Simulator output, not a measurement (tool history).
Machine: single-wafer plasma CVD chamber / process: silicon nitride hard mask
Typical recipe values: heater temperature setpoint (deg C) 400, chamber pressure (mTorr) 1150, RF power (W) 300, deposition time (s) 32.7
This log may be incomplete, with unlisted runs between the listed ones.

| run | hour | heater temperature setpoint (deg C) | chamber pressure (mTorr) | RF power (W) | deposition time (s) | wafers since the last listed run | hours since the last thermocouple change | hours since the last RF generator calibration | hours since the last manometer calibration | hours since the showerhead was replaced | hours since the gauge calibration | read-back reference wafer on the same gauge, thickness_nm | mean film thickness on the monitor wafer (angstrom) |
|---|---|---|---|---|---|---|---|---|---|---|---|---|---|
| 1 | 0 | 400 | 1150 | 300 | 32.7 | 0 | 1042 | 805.5 | 2152.7 | 4194.2 | 433.5 | 38.866 | 328.44 |
| 2 | 16.2 | 400 | 1150 | 300 | 32.7 | 433 | 1058.2 | 821.7 | 2168.9 | 4210.4 | 449.7 | 38.937 | 327.75 |
| 3 | 34.9 | 400 | 1150 | 300 | 32.7 | 500 | 1076.9 | 840.4 | 2187.6 | 4229.1 | 468.4 | 38.896 | 325.09 |
| 4 | 58.1 | 400 | 1150 | 300 | 32.7 | 620 | 1100.1 | 863.6 | 2210.8 | 4252.3 | 491.6 | 38.95 | 327.16 |
| 5 | 93.7 | 400 | 1150 | 300 | 32.7 | 952 | 1135.7 | 899.2 | 2246.4 | 4287.9 | 527.2 | 38.868 | 326.87 |
| 6 | 114.3 | 400 | 1150 | 300 | 32.7 | 551 | 1156.3 | 919.8 | 2267 | 4308.5 | 547.8 | 38.929 | 327.44 |
| 7 | 141.4 | 400 | 1150 | 300 | 32.7 | 725 | 1183.4 | 946.9 | 2294.1 | 4335.6 | 574.9 | 38.907 | 329.26 |
| 8 | 169.6 | 400 | 1150 | 300 | 32.7 | 754 | 1211.6 | 975.1 | 2322.3 | 4363.8 | 603.1 | 38.825 | 327.21 |
| 9 | 196.5 | 400 | 1150 | 300 | 32.7 | 719 | 1238.5 | 1002 | 2349.2 | 4390.7 | 630 | 38.898 | 327.12 |
| 10 | 217.5 | 400 | 1150 | 300 | 32.7 | 561 | 1259.5 | 1023 | 2370.2 | 4411.7 | 651 | 38.92 | 324.9 |
| 11 | 251.6 | 400 | 1150 | 300 | 32.7 | 912 | 1293.6 | 1057.1 | 2404.3 | 4445.8 | 685.1 | 38.89 | 326.9 |
|  | 276.3 | thermocouple changed; heater temperature recalibrated |
| 12 | 276.8 | 395 | 1150 | 300 | 32.7 | 460 | 0.5 | 1082.3 | 2429.5 | 4471 | 710.3 | 38.895 | 326.29 |
| 13 | 291.8 | 395 | 1150 | 300 | 32.7 | 401 | 15.5 | 1097.3 | 2444.5 | 4486 | 725.3 | 38.892 | 328.99 |
| 14 | 316.3 | 405 | 1150 | 300 | 32.7 | 655 | 40 | 1121.8 | 2469 | 4510.5 | 749.8 | 38.876 | 327.46 |
| 15 | 346.3 | 400 | 1150 | 325 | 32.7 | 802 | 70 | 1151.8 | 2499 | 4540.5 | 779.8 | 38.931 | 346.84 |
|  | 363.7 | RF generator calibrated |
| 16 | 370.8 | 405 | 1150 | 300 | 32.7 | 441 | 94.5 | 7.1 | 2523.5 | 4565 | 804.3 | 38.924 | 315.8 |
| 17 | 401.5 | 400 | 1150 | 300 | 32.7 | 821 | 125.2 | 37.8 | 2554.2 | 4595.7 | 835 | 38.871 | 316.52 |
| 18 | 428.3 | 400 | 1150 | 300 | 32.7 | 717 | 152 | 64.6 | 2581 | 4622.5 | 861.8 | 38.91 | 315.45 |
| 19 | 443.8 | 400 | 910 | 350 | 35 | 414 | 167.5 | 80.1 | 2596.5 | 4638 | 877.3 | 38.92 | 326.51 |
| 20 | 459 | 410 | 1370 | 345 | 38 | 406 | 182.7 | 95.3 | 2611.7 | 4653.2 | 892.5 | 38.897 | 439.73 |
|  | 485.6 | RF generator calibrated, repeated, since the last time left the tool worse |
| 21 | 489.5 | 400 | 1150 | 355 | 32.7 | 602 | 213.2 | 3.9 | 2642.2 | 4683.7 | 923 | 38.932 | 383.37 |
|  | 497.8 | showerhead replaced |
|  | 510.6 | capacitance manometer re-zeroed and calibrated |
| 22 | 559 | 391 | 1080 | 245 | 28 | 1431 | 282.7 | 73.4 | 48.4 | 61.2 | 992.5 | 38.9 | 236.81 |
| 23 | 613.5 | 400 | 1150 | 300 | 32.7 | 1458 | 337.2 | 127.9 | 102.9 | 115.7 | 1047 | 38.867 | 334.89 |
| 24 | 637.4 | 413 | 1150 | 260 | 32.7 | 639 | 361.1 | 151.8 | 126.8 | 139.6 | 1070.9 | 38.898 | 295.84 |
|  | 640.1 | gauge calibrated |
| 25 | 712.1 | 391 | 1400 | 260 | 34.6 | 1998 | 435.8 | 226.5 | 201.5 | 214.3 | 72 | 38.909 | 344.38 |
| 26 | 746 | 400 | 1150 | 340 | 29 | 907 | 469.7 | 260.4 | 235.4 | 248.2 | 105.9 | 38.881 | 324.19 |
| 27 | 777.9 | 400 | 1150 | 300 | 34.9 | 853 | 501.6 | 292.3 | 267.3 | 280.1 | 137.8 | 38.893 | 356.27 |
| 28 | 810.8 | 400 | 1150 | 250 | 27.5 | 880 | 534.5 | 325.2 | 300.2 | 313 | 170.7 | 38.919 | 241.23 |
| 29 | 832.5 | 400 | 1150 | 350 | 32.7 | 580 | 556.2 | 346.9 | 321.9 | 334.7 | 192.4 | 38.872 | 371.75 |

Each row is a separate what-if for the run after 29, all from the same tool condition, not one after another. Results?
| A | 832.9 | 400 | 1150 | 300 | 35.2 | 10 | 556.6 | 347.3 | 322.3 | 335.1 | 192.8 | ? | ? |
| B | 832.9 | 411 | 990 | 355 | 34.5 | 10 | 556.6 | 347.3 | 322.3 | 335.1 | 192.8 | ? | ? |
| C | 832.9 | 396 | 1070 | 300 | 32.7 | 10 | 556.6 | 347.3 | 322.3 | 335.1 | 192.8 | ? | ? |

| run | read-back reference wafer on the same gauge, thickness_nm | mean film thickness on the monitor wafer (angstrom) |
|---|---|---|
| A | 38.917 | 356.86 |
| B | 38.917 | 361.16 |
| C | 38.917 | 319.18 |
With the hidden condition removed and each run's random variation left untouched, the same runs would have given:
| run | mean film thickness on the monitor wafer (angstrom) |
|---|---|
| A | 367.25 |
| B | 370.89 |
| C | 328.48 |

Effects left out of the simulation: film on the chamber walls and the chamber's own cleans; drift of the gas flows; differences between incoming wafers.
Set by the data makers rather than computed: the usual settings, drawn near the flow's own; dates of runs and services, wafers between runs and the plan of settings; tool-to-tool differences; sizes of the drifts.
